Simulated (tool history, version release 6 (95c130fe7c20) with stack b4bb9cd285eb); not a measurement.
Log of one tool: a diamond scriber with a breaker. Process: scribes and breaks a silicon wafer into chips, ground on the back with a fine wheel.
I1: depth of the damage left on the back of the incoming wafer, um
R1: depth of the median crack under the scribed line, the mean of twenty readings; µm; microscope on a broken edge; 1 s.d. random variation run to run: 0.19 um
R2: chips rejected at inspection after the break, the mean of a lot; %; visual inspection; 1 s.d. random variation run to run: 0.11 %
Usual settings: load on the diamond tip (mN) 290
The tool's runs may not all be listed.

run 1 hour=0.0 | load_on_the_diamond_tip_(mN)=290 | I1=2.25 | R1=12.42 R2=2.43
-- hour=3.5 load on the tip recalibrated
run 2 hour=41.5 | load_on_the_diamond_tip_(mN)=290 | I1=2.48 | R1=11.34 R2=6.20
run 3 hour=94.5 | load_on_the_diamond_tip_(mN)=290 | I1=2.77 | R1=11.19 R2=6.79
run 4 hour=142.1 | load_on_the_diamond_tip_(mN)=290 | I1=1.85 | R1=11.38 R2=6.40
run 5 hour=204.9 | load_on_the_diamond_tip_(mN)=255 | I1=2.09 | R1=10.23 R2=14.13
run 6 hour=240.0 | load_on_the_diamond_tip_(mN)=255 | I1=2.94 | R1=10.39 R2=13.17
run 7 hour=297.4 | load_on_the_diamond_tip_(mN)=341 | I1=2.91 | R1=12.73 R2=2.76
run 8 hour=368.8 | load_on_the_diamond_tip_(mN)=341 | I1=1.58 | R1=12.42 R2=1.80
run 9 hour=415.3 | load_on_the_diamond_tip_(mN)=341 | I1=2.04 | R1=12.61 R2=2.05
run 10 hour=474.6 | load_on_the_diamond_tip_(mN)=337 | I1=2.15 | R1=12.61 R2=2.00
run 11 hour=516.1 | load_on_the_diamond_tip_(mN)=337 | I1=2.95 | R1=12.76 R2=2.81
run 12 hour=545.6 | load_on_the_diamond_tip_(mN)=365 | I1=1.97 | R1=13.04 R2=2.18
-- hour=568.7 load on the tip recalibrated
run 13 hour=597.8 | load_on_the_diamond_tip_(mN)=259 | I1=2.50 | R1=9.86 R2=15.56
run 14 hour=658.7 | load_on_the_diamond_tip_(mN)=244 | I1=2.80 | R1=9.82 R2=19.71

The next listed run, before its measurement:
run 15 hour=694.7 | load_on_the_diamond_tip_(mN)=341 | I1=2.28 | R1=? R2=?

{"run 15": {"R1": 12.17, "R2": 3.25}}
Without the tool's hidden state the same run would have given R1 14.45 µm, R2 5.04 %.
